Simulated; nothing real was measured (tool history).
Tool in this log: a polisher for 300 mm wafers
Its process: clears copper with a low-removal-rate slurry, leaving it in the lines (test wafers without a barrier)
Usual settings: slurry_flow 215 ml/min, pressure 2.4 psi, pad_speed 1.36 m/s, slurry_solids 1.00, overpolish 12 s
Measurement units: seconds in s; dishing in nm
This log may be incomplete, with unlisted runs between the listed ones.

run,hour,slurry_flow,pressure,pad_speed,slurry_solids,overpolish,wafers since the last listed run,wafers polished on this pad,hours since the slurry nozzle was cleaned,hours since the head pressure was calibrated,hours since the slurry blender was calibrated,"incoming thickness of the incoming film, nm",seconds,dishing
1,0.0,215,2.4,1.36,1.00,12,0,2994,30.6,84.9,169.5,250.3,82.5,19.8
2,60.5,215,2.4,1.36,1.00,12,400,3394,91.1,145.4,230.0,252.2,85.1,19.0
# hour 113.3: worn pad replaced by a new one
3,155.8,215,2.4,1.36,1.00,12,604,281,186.4,240.7,325.3,249.8,87.1,19.4
4,217.6,215,2.4,1.36,1.00,12,408,690,248.2,302.5,387.1,249.6,88.4,19.3
5,311.5,215,2.4,1.36,1.00,12,621,1311,342.1,396.4,481.0,251.1,88.6,18.9
6,390.3,215,2.4,1.36,1.00,12,521,1833,420.9,475.2,559.8,246.3,86.2,18.9
# hour 400.7: slurry blender recalibrated
7,457.5,215,2.4,1.36,1.00,12,431,2264,488.1,542.4,56.8,246.8,83.8,19.8
8,561.9,180,2.4,0.90,1.00,6,690,2955,592.5,646.8,161.2,251.6,130.4,7.9
# hour 615.0: head pressure recalibrated
# hour 619.0: slurry nozzle cleaned
9,627.4,215,3.0,0.96,1.00,12,413,3369,8.4,12.4,226.7,250.2,96.6,17.8
10,713.0,215,3.2,1.58,1.20,17,566,3935,94.0,98.0,312.3,249.0,54.2,29.8
# hour 721.2: worn pad replaced by a new one
11,798.3,215,1.8,1.58,1.10,9,538,510,179.3,183.3,397.6,250.3,98.9,14.3
12,842.9,215,2.4,1.36,1.15,7,295,805,223.9,227.9,442.2,248.9,83.3,12.9
13,935.2,175,2.1,1.70,1.00,12,610,1416,316.2,320.2,534.5,253.8,83.0,19.2
# hour 1006.5: slurry blender recalibrated
14,1028.0,215,2.4,1.36,1.00,9,600,2017,409.0,413.0,21.5,252.3,82.1,16.1
15,1083.9,270,2.6,1.72,1.15,12,369,2386,464.9,468.9,77.4,252.2,56.3,24.3
16,1174.2,215,2.8,1.36,0.80,12,597,2984,555.2,559.2,167.7,246.5,76.5,20.8
17,1214.4,215,2.4,1.36,1.00,12,266,3250,595.4,599.4,207.9,253.8,86.3,19.5
18,1284.9,180,2.4,0.90,1.00,6,466,3717,665.9,669.9,278.4,248.9,134.7,8.0
# hour 1304.0: slurry nozzle cleaned
19,1390.1,170,2.8,1.36,1.00,9,689,4406,86.1,775.1,383.6,251.6,77.3,17.0
# hour 1404.9: worn pad replaced by a new one
# hour 1434.0: head pressure recalibrated
20,1451.1,165,2.4,1.36,1.00,8,363,292,147.1,17.1,444.6,248.7,92.3,13.7
21,1549.4,190,2.4,1.36,0.90,10,650,942,245.4,115.4,542.9,249.9,86.9,16.0
22,1630.3,215,1.8,1.36,1.00,17,535,1478,326.3,196.3,623.8,248.3,121.1,19.5
# hour 1645.5: slurry blender recalibrated
23,1734.6,215,2.4,1.36,1.00,12,677,2155,430.6,300.6,89.1,245.4,81.7,19.8
24,1804.2,215,2.4,1.36,1.00,12,460,2615,500.2,370.2,158.7,252.5,82.9,19.5
25,1901.2,215,1.9,1.22,1.00,12,641,3257,597.2,467.2,255.7,247.4,115.4,15.2
# hour 1922.6: slurry nozzle cleaned
# hour 1950.4: worn pad replaced by a new one
26,2002.0,215,1.9,1.36,1.00,12,633,341,79.4,568.0,356.5,255.7,110.3,16.3
27,2055.4,215,2.4,1.36,1.00,12,353,694,132.8,621.4,409.9,248.6,84.9,19.6

5 ways to go on from here, each from the tool as it stands after run 27. What would each give?
A,2055.9,215,2.4,1.80,1.00,12,3,698,133.3,621.9,410.4,250.0,?,?
B,2055.9,185,2.4,1.36,1.00,15,3,698,133.3,621.9,410.4,250.0,?,?
C,2055.9,170,2.4,1.36,1.00,12,3,698,133.3,621.9,410.4,250.0,?,?
D,2055.9,250,2.4,1.08,0.90,15,3,698,133.3,621.9,410.4,250.0,?,?
E,2055.9,215,2.1,1.74,1.15,12,3,698,133.3,621.9,410.4,250.0,?,?

run,seconds,dishing
A,64.4,22.8
B,86.8,21.8
C,87.8,18.7
D,107.9,19.0
E,73.8,20.9
The same runs, with their run-to-run variation unchanged, on a tool lacking any hidden condition would have given:
run,seconds,dishing
A,60.8,23.5
B,82.0,22.5
C,83.0,19.5
D,102.1,19.7
E,69.7,21.6
